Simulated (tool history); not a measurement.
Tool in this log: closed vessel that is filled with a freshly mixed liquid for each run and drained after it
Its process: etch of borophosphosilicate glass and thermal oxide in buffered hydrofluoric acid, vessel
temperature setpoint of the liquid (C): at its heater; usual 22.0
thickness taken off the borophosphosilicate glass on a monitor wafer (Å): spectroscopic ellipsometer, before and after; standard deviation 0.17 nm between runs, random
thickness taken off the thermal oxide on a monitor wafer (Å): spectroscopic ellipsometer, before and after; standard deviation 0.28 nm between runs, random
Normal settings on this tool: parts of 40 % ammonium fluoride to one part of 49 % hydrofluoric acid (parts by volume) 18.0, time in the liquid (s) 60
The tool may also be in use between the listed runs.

run,hour,temperature setpoint of the liquid (C),parts of 40 % ammonium fluoride to one part of 49 % hydrofluoric acid (parts by volume),time in the liquid (s),wafers since the last listed run,hours since the thermometer was replaced,hours since the hydrofluoric acid flow meter was replaced,hours since the gauge calibration,"read-back film thickness of the borophosphosilicate glass reference wafer, read on the same gauge (nm)","read-back film thickness of the thermal oxide reference wafer, read on the same gauge (nm)",thickness taken off the borophosphosilicate glass on a monitor wafer (Å),thickness taken off the thermal oxide on a monitor wafer (Å)
1,0.0,23.5,18.0,60,0,130.9,1984.1,815.0,89.98,70.01,492.7,345.2
2,19.1,23.5,18.0,60,1504,150.0,2003.2,834.1,90.02,69.96,493.5,333.5
3,40.7,22.0,18.0,60,1701,171.6,2024.8,855.7,90.01,69.98,452.6,312.0
4,76.7,22.0,18.0,60,2835,207.6,2060.8,891.7,89.99,70.03,452.2,312.1
5,97.7,17.5,18.0,60,1654,228.6,2081.8,912.7,90.02,69.96,354.7,238.4
6,132.5,22.0,18.0,60,2740,263.4,2116.6,947.5,89.97,69.98,454.3,311.3
7,147.3,22.0,18.0,60,1165,278.2,2131.4,962.3,90.02,69.99,453.1,311.1
# hour 155.1: hydrofluoric acid flow meter replaced
8,170.8,26.5,18.0,30,1772,301.7,15.7,985.8,89.99,70.00,312.0,216.0
9,206.7,27.0,18.0,60,2827,337.6,51.6,1021.7,90.00,70.05,641.7,443.6
10,242.4,22.0,18.0,60,2811,373.3,87.3,1057.4,90.02,70.01,488.8,337.6
11,269.3,18.5,14.5,45,2118,400.2,114.2,1084.3,89.99,70.03,375.0,255.8
12,288.1,22.0,18.0,60,1480,419.0,133.0,1103.1,90.00,69.96,491.4,333.5
# hour 316.2: gauge calibrated
13,316.2,20.5,22.0,95,2213,447.1,161.1,0.0,90.01,69.98,606.2,411.0
14,330.1,22.0,18.0,60,1094,461.0,175.0,13.9,90.00,70.00,485.8,338.3
15,350.0,22.0,18.0,30,1567,480.9,194.9,33.8,90.01,70.03,242.5,168.4
16,383.7,26.0,18.0,85,2654,514.6,228.6,67.5,90.02,69.98,860.1,589.7
17,415.5,25.0,18.0,30,2504,546.4,260.4,99.3,90.00,70.01,288.6,198.5

Estimate the outcome of run 18 from the log above:
18,437.8,24.5,18.0,60,1756,568.7,282.7,121.6,?,?,?,?

{"run 18": {"read-back film thickness of the borophosphosilicate glass reference wafer, read on the same gauge (nm)": 90.0, "read-back film thickness of the thermal oxide reference wafer, read on the same gauge (nm)": 69.97, "thickness taken off the borophosphosilicate glass on a monitor wafer (Å)": 561.8, "thickness taken off the thermal oxide on a monitor wafer (Å)": 381.9}}
With no hidden state in the tool, this same run would have given thickness taken off the borophosphosilicate glass on a monitor wafer (Å) 557.7, thickness taken off the thermal oxide on a monitor wafer (Å) 379.0.

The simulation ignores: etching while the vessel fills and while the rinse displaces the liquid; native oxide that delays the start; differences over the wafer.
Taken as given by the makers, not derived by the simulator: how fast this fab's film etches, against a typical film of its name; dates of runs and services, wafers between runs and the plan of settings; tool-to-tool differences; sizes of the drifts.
